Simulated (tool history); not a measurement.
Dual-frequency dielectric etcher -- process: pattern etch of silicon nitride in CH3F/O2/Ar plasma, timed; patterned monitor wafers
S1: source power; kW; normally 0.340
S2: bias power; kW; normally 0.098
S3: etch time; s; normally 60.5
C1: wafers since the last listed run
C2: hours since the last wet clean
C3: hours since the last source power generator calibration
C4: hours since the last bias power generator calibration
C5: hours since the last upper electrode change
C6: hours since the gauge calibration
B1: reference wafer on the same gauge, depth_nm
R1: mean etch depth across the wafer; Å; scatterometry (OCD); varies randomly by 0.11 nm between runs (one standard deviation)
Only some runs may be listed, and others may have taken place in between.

run,day,S1,S2,S3,C1,C2,C3,C4,C5,C6,B1,R1
1,0.000,0.340,0.098,60.5,0,68.3,1201.5,2804.4,4514.0,1888.1,48.40,498.7
2,2.533,0.340,0.098,60.5,528,129.1,1262.3,2865.2,4574.8,1948.9,48.39,500.8
3,5.662,0.340,0.098,60.5,653,204.2,1337.4,2940.3,4649.9,2024.0,48.39,497.0
4,9.862,0.340,0.098,55.0,876,305.0,1438.2,3041.1,4750.7,2124.8,48.39,452.9
5,13.529,0.340,0.098,55.0,765,393.0,1526.2,3129.1,4838.7,2212.8,48.40,455.1
6,15.721,0.290,0.098,72.5,457,445.6,1578.8,3181.7,4891.3,2265.4,48.41,559.1
# day 19.004: wet clean of the chamber
7,19.858,0.290,0.098,72.5,654,20.5,1678.1,3281.0,4990.6,2364.7,48.40,556.3
8,21.392,0.340,0.105,60.5,320,57.3,1714.9,3317.8,5027.4,2401.5,48.38,513.2
9,22.896,0.340,0.098,60.5,313,93.4,1751.0,3353.9,5063.5,2437.6,48.39,499.5
10,25.250,0.340,0.098,60.5,491,149.9,1807.5,3410.4,5120.0,2494.1,48.41,499.2
11,26.796,0.340,0.098,60.5,322,187.0,1844.6,3447.5,5157.1,2531.2,48.39,499.8
12,29.138,0.280,0.098,60.5,488,243.2,1900.8,3503.7,5213.3,2587.4,48.38,456.8
# day 29.938: gauge calibrated
13,31.833,0.340,0.076,54.5,562,307.9,1965.5,3568.4,5278.0,45.5,48.39,406.0
14,34.779,0.340,0.098,73.5,614,378.6,2036.2,3639.1,5348.7,116.2,48.40,605.5
15,37.350,0.340,0.098,72.0,536,440.3,2097.9,3700.8,5410.4,177.9,48.40,594.6
# day 39.021: wet clean of the chamber
16,41.083,0.410,0.087,43.0,570,49.5,2187.5,3790.4,5500.0,267.5,48.40,367.2
17,43.188,0.340,0.098,60.5,439,100.0,2238.0,3840.9,5550.5,318.0,48.44,499.6

Forecast run 18:
# day 45.696: upper electrode replaced, of another model than before
18,46.021,0.340,0.098,60.5,382,168.0,2306.0,3908.9,7.8,386.0,?,?

B1: 48.43
R1: 495.5 Å
With no hidden state in the tool, this same run would have given R1 506.5 Å.
